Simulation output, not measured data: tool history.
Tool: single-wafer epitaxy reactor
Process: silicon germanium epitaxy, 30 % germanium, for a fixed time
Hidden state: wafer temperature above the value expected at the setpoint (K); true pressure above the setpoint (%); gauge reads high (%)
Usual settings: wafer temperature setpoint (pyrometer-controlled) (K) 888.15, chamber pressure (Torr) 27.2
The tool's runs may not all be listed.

run,day,wafer temperature setpoint (pyrometer-controlled) (K),chamber pressure (Torr),wafers since the last listed run,hours since the last pyrometer calibration,hours since the last manometer calibration,hours since the showerhead was replaced,hours since the gauge calibration,"read-back reference wafer on the same gauge, thickness_nm",mean film thickness on the monitor wafer (nm)
1,0.000,888.15,27.2,0,2096.5,1000.5,2542.0,137.5,103.862,94.387
2,0.308,888.15,27.2,71,2103.9,1007.9,2549.4,144.9,103.767,94.299
3,0.758,888.15,27.2,104,2114.7,1018.7,2560.2,155.7,103.748,94.732
4,1.275,888.15,27.2,120,2127.1,1031.1,2572.6,168.1,103.784,94.405
5,1.746,888.15,27.2,109,2138.4,1042.4,2583.9,179.4,103.771,94.615
6,2.296,892.15,27.2,128,2151.6,1055.6,2597.1,192.6,103.809,102.363
7,3.033,892.15,27.2,171,2169.3,1073.3,2614.8,210.3,103.817,102.608
# day 3.604: gauge calibrated
8,3.712,888.15,27.2,158,2185.6,1089.6,2631.1,2.6,103.802,95.019
9,4.038,888.15,27.2,75,2193.4,1097.4,2638.9,10.4,103.819,94.542
10,4.571,888.15,27.2,124,2206.2,1110.2,2651.7,23.2,103.723,94.557
# day 5.021: capacitance manometer re-zeroed and calibrated
# day 5.125: pyrometer calibrated
11,5.146,888.15,27.2,31,0.5,3.0,2665.5,37.0,103.735,88.717
12,5.642,892.15,24.4,115,12.4,14.9,2677.4,48.9,103.808,92.460
# day 6.271: showerhead replaced
13,6.292,888.15,29.9,73,28.0,30.5,0.5,64.5,103.754,91.571
14,6.704,873.15,33.9,96,37.9,40.4,10.4,74.4,103.757,70.074
15,7.025,896.15,25.0,74,45.6,48.1,18.1,82.1,103.802,100.954
16,7.329,888.15,27.2,70,52.9,55.4,25.4,89.4,103.827,88.712
17,7.633,888.15,29.0,70,60.2,62.7,32.7,96.7,103.869,90.643
18,7.946,894.15,20.7,72,67.7,70.2,40.2,104.2,103.750,91.746
19,8.429,888.15,29.0,112,79.3,81.8,51.8,115.8,103.796,90.617
20,8.779,884.15,33.7,81,87.7,90.2,60.2,124.2,103.743,87.947
21,9.188,888.15,27.2,95,97.5,100.0,70.0,134.0,103.805,88.623
22,9.462,874.15,29.7,64,104.1,106.6,76.6,140.6,103.812,68.662
23,9.942,882.15,30.2,111,115.6,118.1,88.1,152.1,103.710,81.503
24,10.254,901.15,30.7,72,123.1,125.6,95.6,159.6,103.838,119.349

4 ways to go on from here, each from the tool as it stands after run 24. What would each give?
A,10.271,882.15,27.2,3,123.5,126.0,96.0,160.0,?,?
B,10.271,900.15,27.2,3,123.5,126.0,96.0,160.0,?,?
C,10.271,894.15,23.3,3,123.5,126.0,96.0,160.0,?,?
D,10.271,879.15,20.4,3,123.5,126.0,96.0,160.0,?,?

run,"read-back reference wafer on the same gauge, thickness_nm",mean film thickness on the monitor wafer (nm)
A,103.799,78.541
B,103.799,112.432
C,103.799,95.091
D,103.799,67.421
Without the tool's hidden state the same runs would have given:
run,mean film thickness on the monitor wafer (nm)
A,77.480
B,111.003
C,93.857
D,66.500
